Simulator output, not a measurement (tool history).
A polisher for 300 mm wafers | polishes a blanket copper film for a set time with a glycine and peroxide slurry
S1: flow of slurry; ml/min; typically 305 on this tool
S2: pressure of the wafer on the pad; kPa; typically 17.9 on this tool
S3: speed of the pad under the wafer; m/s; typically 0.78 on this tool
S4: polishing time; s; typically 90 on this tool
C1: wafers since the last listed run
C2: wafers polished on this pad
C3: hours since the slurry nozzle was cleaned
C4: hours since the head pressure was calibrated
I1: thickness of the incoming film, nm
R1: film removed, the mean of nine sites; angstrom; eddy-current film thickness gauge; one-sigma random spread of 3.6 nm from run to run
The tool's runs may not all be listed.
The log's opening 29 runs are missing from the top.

run,hour,S1,S2,S3,S4,C1,C2,C3,C4,I1,R1
30,982.4,305,17.9,0.78,81,182,2343,181.0,459.0,1978.1,3166
31,999.2,305,17.9,0.78,90,199,2543,197.8,475.8,1965.8,3490
32,1024.8,205,23.4,0.78,68,303,2846,223.4,501.4,1969.8,3166
33,1047.6,305,17.9,0.78,90,270,3116,246.2,524.2,1964.3,3506
# hour 1053.2: worn pad replaced by a new one
34,1080.6,305,17.9,0.78,76,343,324,279.2,557.2,1959.6,2945
# hour 1103.7: slurry nozzle cleaned
35,1106.1,305,17.9,0.78,60,290,615,2.4,582.7,2000.9,2358
36,1126.2,305,13.1,0.78,90,238,853,22.5,602.8,1970.7,2794
37,1139.7,305,17.9,0.78,90,160,1013,36.0,616.3,1953.6,3461
38,1169.1,305,17.9,0.78,90,348,1362,65.4,645.7,1938.3,3528

Consider 3 possible next runs. They are alternatives, not a sequence: every one starts from the tool as it was left by run 38. What does each give?
A,1169.6,305,17.9,0.78,103,5,1368,65.9,646.2,1986.3,?
B,1169.6,255,17.9,0.58,90,5,1368,65.9,646.2,1986.3,?
C,1169.6,305,17.9,0.58,79,5,1368,65.9,646.2,1986.3,?

run,R1
A,4042
B,2905
C,2600
What these runs would have given with no unlogged condition in the tool:
run,R1
A,4042
B,2905
C,2600

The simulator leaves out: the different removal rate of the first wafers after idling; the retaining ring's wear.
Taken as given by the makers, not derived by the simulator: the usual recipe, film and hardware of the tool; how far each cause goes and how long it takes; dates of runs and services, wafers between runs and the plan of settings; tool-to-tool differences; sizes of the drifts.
